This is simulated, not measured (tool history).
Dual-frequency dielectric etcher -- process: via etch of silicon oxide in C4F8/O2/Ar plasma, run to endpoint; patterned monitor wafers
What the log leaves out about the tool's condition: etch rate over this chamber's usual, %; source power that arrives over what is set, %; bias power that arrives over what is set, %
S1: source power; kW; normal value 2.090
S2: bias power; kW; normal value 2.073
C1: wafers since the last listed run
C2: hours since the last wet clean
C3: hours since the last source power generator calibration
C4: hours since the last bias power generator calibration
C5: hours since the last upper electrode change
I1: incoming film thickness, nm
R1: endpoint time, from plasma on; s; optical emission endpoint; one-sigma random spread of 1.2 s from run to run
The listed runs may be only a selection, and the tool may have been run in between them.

{"run": 1, "hour": 0.0, "S1": 2.09, "S2": 2.073, "C1": 0, "C2": 245.9, "C3": 4817.5, "C4": 3691.9, "C5": 3848.2, "I1": 1257.2, "R1": 211.3}
{"run": 2, "hour": 44.9, "S1": 2.09, "S2": 2.073, "C1": 329, "C2": 290.8, "C3": 4862.4, "C4": 3736.8, "C5": 3893.1, "I1": 1257.1, "R1": 212.5}
{"run": 3, "hour": 99.5, "S1": 2.09, "S2": 2.073, "C1": 400, "C2": 345.4, "C3": 4917.0, "C4": 3791.4, "C5": 3947.7, "I1": 1259.0, "R1": 208.5}
{"run": 4, "hour": 156.2, "S1": 2.09, "S2": 2.073, "C1": 416, "C2": 402.1, "C3": 4973.7, "C4": 3848.1, "C5": 4004.4, "I1": 1262.1, "R1": 208.3}
{"run": 5, "hour": 219.5, "S1": 2.09, "S2": 2.073, "C1": 464, "C2": 465.4, "C3": 5037.0, "C4": 3911.4, "C5": 4067.7, "I1": 1248.3, "R1": 204.9}
{"run": 6, "hour": 271.1, "S1": 2.09, "S2": 2.073, "C1": 378, "C2": 517.0, "C3": 5088.6, "C4": 3963.0, "C5": 4119.3, "I1": 1267.6, "R1": 206.7}
{"run": 7, "hour": 300.6, "S1": 2.41, "S2": 2.073, "C1": 216, "C2": 546.5, "C3": 5118.1, "C4": 3992.5, "C5": 4148.8, "I1": 1264.0, "R1": 187.0}
{"run": 8, "hour": 347.6, "S1": 2.41, "S2": 2.073, "C1": 344, "C2": 593.5, "C3": 5165.1, "C4": 4039.5, "C5": 4195.8, "I1": 1268.5, "R1": 188.4}
{"hour": 400.0, "done": "wet clean of the chamber"}
{"hour": 401.0, "done": "source power generator calibrated"}
{"run": 9, "hour": 401.5, "S1": 2.09, "S2": 2.073, "C1": 211, "C2": 1.5, "C3": 0.5, "C4": 4093.4, "C5": 4249.7, "I1": 1246.3, "R1": 212.0}
{"run": 10, "hour": 446.6, "S1": 2.09, "S2": 2.073, "C1": 330, "C2": 46.6, "C3": 45.6, "C4": 4138.5, "C5": 4294.8, "I1": 1267.2, "R1": 216.1}
{"run": 11, "hour": 504.4, "S1": 2.09, "S2": 2.073, "C1": 424, "C2": 104.4, "C3": 103.4, "C4": 4196.3, "C5": 4352.6, "I1": 1267.7, "R1": 214.3}
{"run": 12, "hour": 564.1, "S1": 2.09, "S2": 2.073, "C1": 438, "C2": 164.1, "C3": 163.1, "C4": 4256.0, "C5": 4412.3, "I1": 1273.6, "R1": 213.5}
{"hour": 591.7, "done": "upper electrode replaced, of another model than before"}
{"run": 13, "hour": 592.2, "S1": 2.09, "S2": 2.073, "C1": 30, "C2": 192.2, "C3": 191.2, "C4": 4284.1, "C5": 0.5, "I1": 1251.9, "R1": 211.0}
{"run": 14, "hour": 662.4, "S1": 2.27, "S2": 2.073, "C1": 515, "C2": 262.4, "C3": 261.4, "C4": 4354.3, "C5": 70.7, "I1": 1242.7, "R1": 201.8}
{"hour": 685.1, "done": "bias power generator calibrated"}
{"run": 15, "hour": 693.0, "S1": 1.63, "S2": 2.32, "C1": 195, "C2": 293.0, "C3": 292.0, "C4": 7.9, "C5": 101.3, "I1": 1251.4, "R1": 221.4}
{"run": 16, "hour": 746.0, "S1": 2.31, "S2": 2.364, "C1": 388, "C2": 346.0, "C3": 345.0, "C4": 60.9, "C5": 154.3, "I1": 1268.7, "R1": 194.2}
{"run": 17, "hour": 793.9, "S1": 2.54, "S2": 1.643, "C1": 351, "C2": 393.9, "C3": 392.9, "C4": 108.8, "C5": 202.2, "I1": 1258.5, "R1": 212.9}
{"run": 18, "hour": 843.9, "S1": 2.33, "S2": 2.073, "C1": 366, "C2": 443.9, "C3": 442.9, "C4": 158.8, "C5": 252.2, "I1": 1256.7, "R1": 198.1}
{"run": 19, "hour": 871.8, "S1": 2.41, "S2": 2.35, "C1": 204, "C2": 471.8, "C3": 470.8, "C4": 186.7, "C5": 280.1, "I1": 1271.4, "R1": 190.5}
{"run": 20, "hour": 919.1, "S1": 2.09, "S2": 1.916, "C1": 347, "C2": 519.1, "C3": 518.1, "C4": 234.0, "C5": 327.4, "I1": 1259.2, "R1": 212.6}
{"hour": 992.9, "done": "wet clean of the chamber"}
{"run": 21, "hour": 993.4, "S1": 2.33, "S2": 2.073, "C1": 369, "C2": 0.5, "C3": 592.4, "C4": 308.3, "C5": 401.7, "I1": 1257.8, "R1": 210.1}
{"run": 22, "hour": 1038.7, "S1": 1.75, "S2": 2.327, "C1": 332, "C2": 45.8, "C3": 637.7, "C4": 353.6, "C5": 447.0, "I1": 1268.8, "R1": 221.5}
{"run": 23, "hour": 1082.1, "S1": 1.75, "S2": 1.924, "C1": 318, "C2": 89.2, "C3": 681.1, "C4": 397.0, "C5": 490.4, "I1": 1267.6, "R1": 238.3}
{"run": 24, "hour": 1132.8, "S1": 2.09, "S2": 2.073, "C1": 372, "C2": 139.9, "C3": 731.8, "C4": 447.7, "C5": 541.1, "I1": 1270.0, "R1": 215.9}
{"run": 25, "hour": 1203.6, "S1": 2.54, "S2": 1.621, "C1": 519, "C2": 210.7, "C3": 802.6, "C4": 518.5, "C5": 611.9, "I1": 1247.3, "R1": 216.2}
{"run": 26, "hour": 1262.5, "S1": 1.82, "S2": 1.612, "C1": 432, "C2": 269.6, "C3": 861.5, "C4": 577.4, "C5": 670.8, "I1": 1256.9, "R1": 242.9}

Here are 4 independent what-if runs from the current tool condition. What would each one return?
{"run": "A", "hour": 1263.0, "S1": 2.09, "S2": 1.783, "C1": 3, "C2": 270.1, "C3": 862.0, "C4": 577.9, "C5": 671.3, "I1": 1255.3, "R1": "?"}
{"run": "B", "hour": 1263.0, "S1": 2.09, "S2": 1.714, "C1": 3, "C2": 270.1, "C3": 862.0, "C4": 577.9, "C5": 671.3, "I1": 1255.3, "R1": "?"}
{"run": "C", "hour": 1263.0, "S1": 2.36, "S2": 2.45, "C1": 3, "C2": 270.1, "C3": 862.0, "C4": 577.9, "C5": 671.3, "I1": 1255.3, "R1": "?"}
{"run": "D", "hour": 1263.0, "S1": 2.58, "S2": 2.073, "C1": 3, "C2": 270.1, "C3": 862.0, "C4": 577.9, "C5": 671.3, "I1": 1255.3, "R1": "?"}

run=A R1=223.8
run=B R1=227.2
run=C R1=189.8
run=D R1=195.8
Without the tool's unlogged condition, the same runs would have read:
run=A R1=228.3
run=B R1=231.8
run=C R1=193.7
run=D R1=199.7

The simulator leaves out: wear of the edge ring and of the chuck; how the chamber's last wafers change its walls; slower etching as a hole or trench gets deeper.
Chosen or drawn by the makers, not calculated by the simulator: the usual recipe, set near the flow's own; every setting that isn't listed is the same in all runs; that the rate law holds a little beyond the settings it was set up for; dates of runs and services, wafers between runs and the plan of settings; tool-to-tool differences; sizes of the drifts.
